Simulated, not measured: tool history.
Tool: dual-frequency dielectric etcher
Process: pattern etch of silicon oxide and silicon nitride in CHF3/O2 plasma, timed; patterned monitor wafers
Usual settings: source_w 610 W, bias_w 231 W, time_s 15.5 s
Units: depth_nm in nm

run   hour  source_w  bias_w  time_s  wafers since the last listed run  hours since the last wet clean  hours since the last source power generator calibration  hours since the last bias power generator calibration  hours since the last upper electrode change  hours since the gauge calibration  read-back reference wafer on the same gauge, depth_nm  depth_nm
  1    0.0       610     203    13.5                                 0                           433.0                                                   2569.6                                                 3972.3                                       3304.5                             1040.1                                                  26.25     20.08
  2   12.9       610     231    15.5                               237                           445.9                                                   2582.5                                                 3985.2                                       3317.4                             1053.0                                                  26.25     23.95
      26.0  -- source power generator calibrated
      40.0  -- wet clean of the chamber
  3   40.5       610     231    15.5                               176                             0.5                                                     14.5                                                 4012.8                                       3345.0                             1080.6                                                  26.23     22.33
  4   65.0       610     231    15.5                               450                            25.0                                                     39.0                                                 4037.3                                       3369.5                             1105.1                                                  26.34     22.48
      65.3  -- gauge calibrated
  5   97.9       610     187    15.5                               604                            57.9                                                     71.9                                                 4070.2                                       3402.4                               32.6                                                  26.29     21.33
  6  131.4       610     231    16.5                               615                            91.4                                                    105.4                                                 4103.7                                       3435.9                               66.1                                                  26.35     23.96
  7  149.6       610     231    17.0                               334                           109.6                                                    123.6                                                 4121.9                                       3454.1                               84.3                                                  26.33     24.49
  8  182.8       570     263    13.5                               610                           142.8                                                    156.8                                                 4155.1                                       3487.3                              117.5                                                  26.34     19.83
  9  233.5       610     231    15.5                               931                           193.5                                                    207.5                                                 4205.8                                       3538.0                              168.2                                                  26.24     22.79
 10  268.3       610     254    19.5                               639                           228.3                                                    242.3                                                 4240.6                                       3572.8                              203.0                                                  26.32     29.26
     308.4  -- wet clean of the chamber, repeated, since the last time left the tool worse
 11  308.9       610     269    15.5                               305                             0.5                                                    282.9                                                 4281.2                                       3613.4                              243.6                                                  26.33     24.31
 12  329.2       610     231    15.5                               373                            20.8                                                    303.2                                                 4301.5                                       3633.7                              263.9                                                  26.24     23.37
 13  351.9       610     231    15.5                               417                            43.5                                                    325.9                                                 4324.2                                       3656.4                              286.6                                                  26.25     23.33
 14  382.2       610     231    19.0                               556                            73.8                                                    356.2                                                 4354.5                                       3686.7                              316.9                                                  26.30     28.57
 15  410.5       570     231    17.0                               520                           102.1                                                    384.5                                                 4382.8                                       3715.0                              345.2                                                  26.31     24.77
     459.0  -- upper electrode replaced
 16  459.5       730     261    15.5                               459                           151.1                                                    433.5                                                 4431.8                                          0.5                              394.2                                                  26.33     26.48
 17  471.8       610     231    15.5                               226                           163.4                                                    445.8                                                 4444.1                                         12.8                              406.5                                                  26.36     23.53
     519.7  -- bias power generator calibrated
 18  573.5       710     268    13.5                              1795                           265.1                                                    547.5                                                   53.8                                        114.5                              508.2                                                  26.34     23.04
 19  599.3       610     231    16.5                               474                           290.9                                                    573.3                                                   79.6                                        140.3                              534.0                                                  26.34     25.53
 20  624.6       610     231    12.0                               465                           316.2                                                    598.6                                                  104.9                                        165.6                              559.3                                                  26.28     18.46
 21  649.7       540     231    15.5                               461                           341.3                                                    623.7                                                  130.0                                        190.7                              584.4                                                  26.23     22.41
 22  674.8       710     284    18.5                               461                           366.4                                                    648.8                                                  155.1                                        215.8                              609.5                                                  26.32     32.30
 23  706.7       510     174    19.0                               586                           398.3                                                    680.7                                                  187.0                                        247.7                              641.4                                                  26.30     24.91
 24  719.0       610     231    16.5                               226                           410.6                                                    693.0                                                  199.3                                        260.0                              653.7                                                  26.38     25.28
 25  747.4       610     231    13.0                               522                           439.0                                                    721.4                                                  227.7                                        288.4                              682.1                                                  26.30     20.03
 26  781.9       610     216    12.5                               634                           473.5                                                    755.9                                                  262.2                                        322.9                              716.6                                                  26.35     18.87
 27  813.2       610     248    17.5                               575                           504.8                                                    787.2                                                  293.5                                        354.2                              747.9                                                  26.29     27.58
     847.1  -- wet clean of the chamber
 28  847.6       570     192    11.5                               191                             0.5                                                    821.6                                                  327.9                                        388.6                              782.3                                                  26.30     16.15
 29  868.5       610     231    13.5                               384                            21.4                                                    842.5                                                  348.8                                        409.5                              803.2                                                  26.26     20.36

Forecast each of these 4 alternatives for the next run:
  A  868.9       610     189    15.5                                 7                            21.8                                                    842.9                                                  349.2                                        409.9                              803.6                                                      ?         ?
  B  868.9       570     231    15.5                                 7                            21.8                                                    842.9                                                  349.2                                        409.9                              803.6                                                      ?         ?
  C  868.9       750     231    15.5                                 7                            21.8                                                    842.9                                                  349.2                                        409.9                              803.6                                                      ?         ?
  D  868.9       510     271    12.5                                 7                            21.8                                                    842.9                                                  349.2                                        409.9                              803.6                                                      ?         ?

run  read-back reference wafer on the same gauge, depth_nm  depth_nm
  A                                                  26.28     22.55
  B                                                  26.28     22.88
  C                                                  26.28     26.09
  D                                                  26.28     18.18
Without the tool's hidden state the same runs would have given:
run  depth_nm
  A     22.45
  B     22.78
  C     25.98
  D     18.10

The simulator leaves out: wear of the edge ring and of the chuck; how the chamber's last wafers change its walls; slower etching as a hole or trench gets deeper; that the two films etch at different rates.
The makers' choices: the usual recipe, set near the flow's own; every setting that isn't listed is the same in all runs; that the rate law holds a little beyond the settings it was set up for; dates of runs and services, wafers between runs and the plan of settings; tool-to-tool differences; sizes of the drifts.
